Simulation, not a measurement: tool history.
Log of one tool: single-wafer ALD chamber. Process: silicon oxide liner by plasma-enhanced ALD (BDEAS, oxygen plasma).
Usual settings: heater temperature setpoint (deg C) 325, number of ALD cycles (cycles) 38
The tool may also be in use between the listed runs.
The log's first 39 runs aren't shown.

run    hour  heater temperature setpoint (deg C)  number of ALD cycles (cycles)  read-back reference wafer on the same gauge, thickness_nm  mean film thickness on the monitor wafer (Å)
 40  1037.5                                  312                             45                                                      3.432                                         40.51
 41  1055.7                                  325                             33                                                      3.429                                         29.16
 42  1081.2                                  333                             42                                                      3.429                                         36.54
 43  1111.4                                  333                             31                                                      3.435                                         26.98
 44  1127.5                                  318                             38                                                      3.432                                         34.08
 45  1161.6                                  314                             45                                                      3.431                                         40.58
 46  1188.8                                  311                             32                                                      3.427                                         28.97
 47  1206.5                                  315                             35                                                      3.429                                         31.35

Forecast each of these 3 alternatives for the next run:
  A  1207                                  325                             41                                                          ?                                             ?
  B  1207                                  318                             44                                                          ?                                             ?
  C  1207                                  316                             45                                                          ?                                             ?

run  read-back reference wafer on the same gauge, thickness_nm  mean film thickness on the monitor wafer (Å)
  A                                                      3.431                                         36.19
  B                                                      3.431                                         39.29
  C                                                      3.431                                         40.32
Without the tool's hidden state the same runs would have given:
run  mean film thickness on the monitor wafer (Å)
  A                                         36.19
  B                                         39.29
  C                                         40.32

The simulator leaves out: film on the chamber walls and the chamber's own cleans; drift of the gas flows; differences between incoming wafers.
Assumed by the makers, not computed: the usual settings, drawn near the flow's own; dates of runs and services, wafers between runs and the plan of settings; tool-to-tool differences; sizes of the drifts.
